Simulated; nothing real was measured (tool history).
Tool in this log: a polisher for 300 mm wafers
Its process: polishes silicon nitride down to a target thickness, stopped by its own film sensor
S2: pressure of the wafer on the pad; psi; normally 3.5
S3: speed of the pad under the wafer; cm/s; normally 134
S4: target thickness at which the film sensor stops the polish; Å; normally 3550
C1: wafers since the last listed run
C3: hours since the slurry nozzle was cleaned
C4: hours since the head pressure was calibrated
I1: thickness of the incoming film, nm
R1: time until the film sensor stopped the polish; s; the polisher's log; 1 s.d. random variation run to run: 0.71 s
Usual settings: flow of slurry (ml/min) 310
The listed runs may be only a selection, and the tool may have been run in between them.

{"run": 1, "day": 0.0, "flow of slurry (ml/min)": 335, "S2": 3.5, "S3": 134, "S4": 3550, "C1": 0, "wafers polished on this pad": 2103, "C3": 364, "C4": 314.9, "I1": 517.3, "R1": 89}
{"run": 2, "day": 1.621, "flow of slurry (ml/min)": 335, "S2": 3.5, "S3": 134, "S4": 3550, "C1": 461, "wafers polished on this pad": 2564, "C3": 402.9, "C4": 353.8, "I1": 518.5, "R1": 92.3}
{"day": 1.946, "done": "worn pad replaced by a new one"}
{"day": 1.979, "done": "slurry nozzle cleaned"}
{"run": 3, "day": 3.742, "flow of slurry (ml/min)": 335, "S2": 3.5, "S3": 134, "S4": 3550, "C1": 546, "wafers polished on this pad": 501, "C3": 42.3, "C4": 404.7, "I1": 508.3, "R1": 79.9}
{"run": 4, "day": 6.479, "flow of slurry (ml/min)": 310, "S2": 3.5, "S3": 134, "S4": 3550, "C1": 778, "wafers polished on this pad": 1279, "C3": 108, "C4": 470.4, "I1": 517.3, "R1": 85.6}
{"run": 5, "day": 8.8, "flow of slurry (ml/min)": 310, "S2": 3.5, "S3": 134, "S4": 3550, "C1": 660, "wafers polished on this pad": 1940, "C3": 163.7, "C4": 526.1, "I1": 521.4, "R1": 89.8}
{"run": 6, "day": 10.967, "flow of slurry (ml/min)": 310, "S2": 3.5, "S3": 134, "S4": 3550, "C1": 616, "wafers polished on this pad": 2556, "C3": 215.7, "C4": 578.1, "I1": 530, "R1": 95.8}
{"day": 11.179, "done": "worn pad replaced by a new one"}
{"run": 7, "day": 12.638, "flow of slurry (ml/min)": 310, "S2": 3.5, "S3": 134, "S4": 3550, "C1": 427, "wafers polished on this pad": 414, "C3": 255.8, "C4": 618.2, "I1": 519.3, "R1": 88.4}
{"run": 8, "day": 14.158, "flow of slurry (ml/min)": 310, "S2": 3.5, "S3": 134, "S4": 3550, "C1": 432, "wafers polished on this pad": 847, "C3": 292.3, "C4": 654.7, "I1": 525.6, "R1": 92}
{"day": 15.183, "done": "slurry nozzle cleaned"}
{"run": 9, "day": 16.483, "flow of slurry (ml/min)": 310, "S2": 3.5, "S3": 134, "S4": 3550, "C1": 649, "wafers polished on this pad": 1496, "C3": 31.2, "C4": 710.5, "I1": 515.6, "R1": 83}
{"day": 16.85, "done": "head pressure recalibrated"}
{"run": 10, "day": 18.712, "flow of slurry (ml/min)": 310, "S2": 3.5, "S3": 134, "S4": 3550, "C1": 610, "wafers polished on this pad": 2107, "C3": 84.7, "C4": 44.7, "I1": 519.1, "R1": 86}
{"day": 19.871, "done": "worn pad replaced by a new one"}
{"run": 11, "day": 20.079, "flow of slurry (ml/min)": 310, "S2": 3.5, "S3": 134, "S4": 3000, "C1": 341, "wafers polished on this pad": 59, "C3": 117.5, "C4": 77.5, "I1": 517.7, "R1": 115.5}
{"run": 12, "day": 21.65, "flow of slurry (ml/min)": 350, "S2": 3.5, "S3": 134, "S4": 3550, "C1": 446, "wafers polished on this pad": 506, "C3": 155.2, "C4": 115.2, "I1": 522.1, "R1": 89.5}
{"run": 13, "day": 22.871, "flow of slurry (ml/min)": 310, "S2": 3.5, "S3": 134, "S4": 3550, "C1": 347, "wafers polished on this pad": 853, "C3": 184.5, "C4": 144.5, "I1": 511.2, "R1": 83.6}
{"run": 14, "day": 25.421, "flow of slurry (ml/min)": 255, "S2": 3.5, "S3": 154, "S4": 3550, "C1": 725, "wafers polished on this pad": 1578, "C3": 245.7, "C4": 205.7, "I1": 516.7, "R1": 82.2}
{"run": 15, "day": 27.308, "flow of slurry (ml/min)": 310, "S2": 3.5, "S3": 134, "S4": 3200, "C1": 536, "wafers polished on this pad": 2115, "C3": 291, "C4": 251, "I1": 519.4, "R1": 111.2}
{"day": 28.546, "done": "worn pad replaced by a new one"}
{"run": 16, "day": 29.792, "flow of slurry (ml/min)": 310, "S2": 3.5, "S3": 134, "S4": 3550, "C1": 658, "wafers polished on this pad": 354, "C3": 350.6, "C4": 310.6, "I1": 519.4, "R1": 91.3}
{"day": 31.346, "done": "slurry nozzle cleaned"}
{"run": 17, "day": 31.558, "flow of slurry (ml/min)": 310, "S2": 3.5, "S3": 162, "S4": 3550, "C1": 490, "wafers polished on this pad": 845, "C3": 5.1, "C4": 353, "I1": 523.6, "R1": 76.5}
{"run": 18, "day": 33.083, "flow of slurry (ml/min)": 310, "S2": 3.5, "S3": 152, "S4": 3240, "C1": 433, "wafers polished on this pad": 1278, "C3": 41.7, "C4": 389.6, "I1": 514.9, "R1": 90.2}
{"day": 36.767, "done": "worn pad replaced by a new one"}
{"run": 19, "day": 40.721, "flow of slurry (ml/min)": 375, "S2": 2.6, "S3": 98, "S4": 3780, "C1": 2124, "wafers polished on this pad": 1124, "C3": 225, "C4": 572.9, "I1": 519.7, "R1": 118.4}
{"run": 20, "day": 42.821, "flow of slurry (ml/min)": 265, "S2": 4.6, "S3": 88, "S4": 3990, "C1": 597, "wafers polished on this pad": 1721, "C3": 275.4, "C4": 623.3, "I1": 517.9, "R1": 76.1}

3 options for the next run, each taken on its own from the tool as it stands now. Forecast them:
{"run": "A", "day": 42.838, "flow of slurry (ml/min)": 400, "S2": 3.5, "S3": 134, "S4": 3550, "C1": 4, "wafers polished on this pad": 1726, "C3": 275.8, "C4": 623.7, "I1": 511, "R1": "?"}
{"run": "B", "day": 42.838, "flow of slurry (ml/min)": 310, "S2": 3.5, "S3": 134, "S4": 3380, "C1": 4, "wafers polished on this pad": 1726, "C3": 275.8, "C4": 623.7, "I1": 511, "R1": "?"}
{"run": "C", "day": 42.838, "flow of slurry (ml/min)": 310, "S2": 3.5, "S3": 134, "S4": 3810, "C1": 4, "wafers polished on this pad": 1726, "C3": 275.8, "C4": 623.7, "I1": 511, "R1": "?"}

run=A R1=82.3
run=B R1=94.4
run=C R1=70.9
Without the tool's hidden state the same runs would have given:
run=A R1=78.8
run=B R1=89.3
run=C R1=67.1

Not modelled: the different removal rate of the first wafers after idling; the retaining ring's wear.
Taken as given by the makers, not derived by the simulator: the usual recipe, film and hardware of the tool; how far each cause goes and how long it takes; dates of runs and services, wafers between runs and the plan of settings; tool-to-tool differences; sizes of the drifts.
